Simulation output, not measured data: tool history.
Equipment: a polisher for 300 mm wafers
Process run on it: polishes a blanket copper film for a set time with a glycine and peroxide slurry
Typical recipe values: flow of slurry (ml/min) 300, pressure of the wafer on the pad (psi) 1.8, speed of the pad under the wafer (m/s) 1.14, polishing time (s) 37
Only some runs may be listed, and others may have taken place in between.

run	hour	flow of slurry (ml/min)	pressure of the wafer on the pad (psi)	speed of the pad under the wafer (m/s)	polishing time (s)	wafers since the last listed run	wafers polished on this pad	hours since the slurry nozzle was cleaned	hours since the head pressure was calibrated	incoming thickness of the incoming film, nm	film removed (angstrom)
1	0	300	1.8	1.14	37	0	685	188.4	490	1436.9	1588
# hour 26.3: head pressure recalibrated
2	83.1	300	1.8	1.14	37	1058	1743	271.5	56.8	1404.9	1572
3	213.4	300	1.8	1.14	37	1700	3444	401.8	187.1	1422.5	1544
# hour 237.6: slurry nozzle cleaned
# hour 243.5: worn pad replaced by a new one
4	278.3	300	1.8	1.14	37	781	453	40.7	252	1412.5	1587
5	365.8	300	1.8	1.14	37	1141	1595	128.2	339.5	1401.2	1589
6	426	235	1.8	1.14	27	785	2381	188.4	399.7	1424	1105
# hour 455.4: head pressure recalibrated
7	485.7	235	1.8	1.14	27	753	3134	248.1	30.3	1419.5	1099
# hour 547.2: worn pad replaced by a new one
8	582.1	300	1.8	0.86	37	1205	455	344.5	126.7	1426.2	1424
9	632	300	1.8	1.14	37	651	1106	394.4	176.6	1411.7	1607
10	673.4	300	1.8	1.14	37	540	1646	435.8	218	1402.8	1577
# hour 720.5: slurry nozzle cleaned
11	772.1	300	1.8	1.14	37	1275	2922	51.6	316.7	1409.8	1557
# hour 810.8: worn pad replaced by a new one
12	854.8	375	1.3	1.14	37	1027	574	134.3	399.4	1424.5	1446
# hour 903.1: head pressure recalibrated
13	962.2	300	1.8	1.14	37	1375	1949	241.7	59.1	1416.9	1595
14	1053.9	300	2.4	1.14	43	1196	3146	333.4	150.8	1419.9	2129
15	1155.4	300	2	1.14	37	1324	4471	434.9	252.3	1389.9	1574
# hour 1159.7: slurry nozzle cleaned
# hour 1164.5: worn pad replaced by a new one
16	1222.5	260	1.8	1.14	37	810	756	62.8	319.4	1425.2	1571
17	1277.1	300	1.8	1.14	37	712	1469	117.4	374	1415.6	1602
18	1315.6	245	1.3	1.46	37	502	1971	155.9	412.5	1421.3	1531
19	1370.5	385	1.8	1.14	37	716	2688	210.8	467.4	1424.7	1603
# hour 1390.8: head pressure recalibrated
20	1414.5	300	2.1	1.14	37	548	3236	254.8	23.7	1403.7	1658
21	1483.4	300	1.6	0.78	44	899	4135	323.7	92.6	1431.3	1395
# hour 1509.2: worn pad replaced by a new one
22	1541.2	360	1.4	1.42	30	702	417	381.5	150.4	1435.6	1357

Pick out some run-to-run changes in film removed (angstrom). Of each, how much would a tool without hidden state show as well, from the settings, what came in and chance, and how much is left for the hidden state and any gauge scatter not in both results compared?
Hidden conditions of the tool in this case: removal rate lost through wear of the pad, %; slurry flow missing at the pad, %; deviation of the head's pressure from its setpoint, %.
Run 13 -> 14: pressure of the wafer on the pad (psi) 1.8 -> 2.4, polishing time (s) 37 -> 43. film removed (angstrom) +534: hidden state -71, all else +605.
Run 14 -> 15: pressure of the wafer on the pad (psi) 2.4 -> 2, polishing time (s) 43 -> 37. film removed (angstrom) -555: hidden state -52, all else -503.
Run 15 -> 16: flow of slurry (ml/min) 300 -> 260, pressure of the wafer on the pad (psi) 2 -> 1.8, slurry nozzle cleaned, worn pad replaced by a new one. film removed (angstrom) -3: hidden state +135, all else -138.
Run 21 -> 22: flow of slurry (ml/min) 300 -> 360, pressure of the wafer on the pad (psi) 1.6 -> 1.4, speed of the pad under the wafer (m/s) 0.78 -> 1.42, polishing time (s) 44 -> 30, worn pad replaced by a new one. film removed (angstrom) -38: hidden state +119, all else -157.
